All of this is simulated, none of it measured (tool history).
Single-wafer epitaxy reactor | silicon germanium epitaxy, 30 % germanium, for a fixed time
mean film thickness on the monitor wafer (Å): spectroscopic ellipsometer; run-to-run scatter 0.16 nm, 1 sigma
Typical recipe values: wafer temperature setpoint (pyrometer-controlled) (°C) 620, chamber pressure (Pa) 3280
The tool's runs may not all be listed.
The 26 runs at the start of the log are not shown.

run	hour	wafer temperature setpoint (pyrometer-controlled) (°C)	chamber pressure (Pa)	wafers since the last listed run	hours since the last pyrometer calibration	hours since the last manometer calibration	hours since the showerhead was replaced	hours since the gauge calibration	read-back reference wafer on the same gauge, thickness_nm	mean film thickness on the monitor wafer (Å)
27	351.5	633	3773	170	93	142.2	144.2	308.4	109.267	1243.42
28	390.3	620	3280	446	131.8	181	183	347.2	109.282	915.69
29	400.2	613	3280	113	141.7	190.9	192.9	357.1	109.309	797.59
# hour 400.7: gauge calibrated
30	415	609	3866	170	156.5	205.7	207.7	14.3	109.289	778.33
31	432.8	620	3280	204	174.3	223.5	225.5	32.1	109.239	917.99
32	475.4	612	3893	490	216.9	266.1	268.1	74.7	109.274	830.93
33	492.7	630	3680	199	234.2	283.4	285.4	92	109.277	1163.68
34	522.8	625	3773	346	264.3	313.5	315.5	122.1	109.293	1065.83
35	532.1	627	4026	106	273.6	322.8	324.8	131.4	109.301	1133.57
36	538.2	611	3280	70	279.7	328.9	330.9	137.5	109.327	767.14

Forecast each of these 3 alternatives for the next run:
A	538.6	620	3506	4	280.1	329.3	331.3	137.9	?	?
B	538.6	628	4080	4	280.1	329.3	331.3	137.9	?	?
C	538.6	607	3640	4	280.1	329.3	331.3	137.9	?	?

run	read-back reference wafer on the same gauge, thickness_nm	mean film thickness on the monitor wafer (Å)
A	109.33	937.67
B	109.33	1157.65
C	109.33	730.12
Without the tool's unlogged condition, the same runs would have read:
run	mean film thickness on the monitor wafer (Å)
A	935.52
B	1154.92
C	728.52

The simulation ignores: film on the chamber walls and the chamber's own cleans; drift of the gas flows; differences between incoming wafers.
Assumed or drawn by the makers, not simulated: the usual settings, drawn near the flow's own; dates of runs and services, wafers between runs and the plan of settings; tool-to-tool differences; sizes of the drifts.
